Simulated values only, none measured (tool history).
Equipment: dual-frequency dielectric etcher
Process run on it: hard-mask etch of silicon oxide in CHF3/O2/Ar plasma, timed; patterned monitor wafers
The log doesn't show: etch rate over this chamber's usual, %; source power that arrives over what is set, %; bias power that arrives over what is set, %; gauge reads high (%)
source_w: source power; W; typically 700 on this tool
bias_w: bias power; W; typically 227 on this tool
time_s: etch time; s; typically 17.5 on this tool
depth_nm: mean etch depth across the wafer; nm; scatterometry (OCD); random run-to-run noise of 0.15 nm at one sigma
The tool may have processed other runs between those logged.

run	hour	source_w	bias_w	time_s	wafers since the last listed run	hours since the last wet clean	hours since the last source power generator calibration	hours since the last bias power generator calibration	hours since the last upper electrode change	hours since the gauge calibration	read-back reference wafer on the same gauge, depth_nm	depth_nm
1	0.0	700	227	17.5	0	24.0	3459.1	3316.5	4143.9	89.3	37.61	38.47
2	32.2	700	227	17.5	408	56.2	3491.3	3348.7	4176.1	121.5	37.58	38.58
3	57.8	770	227	21.0	324	81.8	3516.9	3374.3	4201.7	147.1	37.60	48.00
4	81.2	770	227	21.0	296	105.2	3540.3	3397.7	4225.1	170.5	37.62	47.18
5	112.4	700	227	17.5	395	136.4	3571.5	3428.9	4256.3	201.7	37.57	37.86
6	126.6	700	227	17.5	180	150.6	3585.7	3443.1	4270.5	215.9	37.62	38.11
7	153.2	700	227	17.5	337	177.2	3612.3	3469.7	4297.1	242.5	37.59	37.92
8	186.1	700	201	17.5	417	210.1	3645.2	3502.6	4330.0	275.4	37.60	36.10
9	208.6	700	201	17.5	285	232.6	3667.7	3525.1	4352.5	297.9	37.54	36.08
10	229.8	700	201	17.5	268	253.8	3688.9	3546.3	4373.7	319.1	37.64	36.20
11	245.1	700	227	17.5	194	269.1	3704.2	3561.6	4389.0	334.4	37.57	37.46
12	277.6	700	227	17.5	412	301.6	3736.7	3594.1	4421.5	366.9	37.56	37.41
# hour 287.8: bias power generator calibrated
13	302.1	650	227	17.5	260	326.1	3761.2	14.3	4446.0	391.4	37.60	36.08
14	327.1	700	227	20.0	317	351.1	3786.2	39.3	4471.0	416.4	37.59	42.64
15	361.3	700	227	14.0	433	385.3	3820.4	73.5	4505.2	450.6	37.55	29.75
# hour 378.7: source power generator calibrated
# hour 389.5: gauge calibrated
# hour 403.1: wet clean of the chamber
16	403.6	560	207	21.0	181	0.5	24.9	115.8	4547.5	14.1	37.62	41.04
17	417.7	700	189	17.5	178	14.6	39.0	129.9	4561.6	28.2	37.59	35.84
18	433.6	590	271	17.5	201	30.5	54.9	145.8	4577.5	44.1	37.59	38.03
19	467.4	700	276	12.5	428	64.3	88.7	179.6	4611.3	77.9	37.63	29.06
# hour 510.4: upper electrode replaced, of another model than before
20	510.9	840	206	20.5	247	107.8	132.2	223.1	0.5	121.4	37.60	46.55
21	526.6	580	189	15.5	199	123.5	147.9	238.8	16.2	137.1	37.62	27.59
22	560.9	700	227	17.5	435	157.8	182.2	273.1	50.5	171.4	37.58	37.55
23	573.0	590	227	22.5	153	169.9	194.3	285.2	62.6	183.5	37.58	43.69
24	673.2	870	227	21.5	1271	270.1	294.5	385.4	162.8	283.7	37.56	50.94
25	685.6	590	227	22.5	157	282.5	306.9	397.8	175.2	296.1	37.59	43.10
26	712.6	700	180	22.0	342	309.5	333.9	424.8	202.2	323.1	37.62	41.47

Consider 3 possible next runs. They are alternatives, not a sequence: every one starts from the tool as it was left by run 26. What does each give?
A	713.0	700	227	17.5	5	309.9	334.3	425.2	202.6	323.5	?	?
B	713.0	620	227	17.5	5	309.9	334.3	425.2	202.6	323.5	?	?
C	713.0	700	227	16.0	5	309.9	334.3	425.2	202.6	323.5	?	?

run	read-back reference wafer on the same gauge, depth_nm	depth_nm
A	37.60	37.02
B	37.60	34.58
C	37.60	33.84
With no hidden state in the tool, these same runs would have given:
run	depth_nm
A	38.50
B	35.96
C	35.20
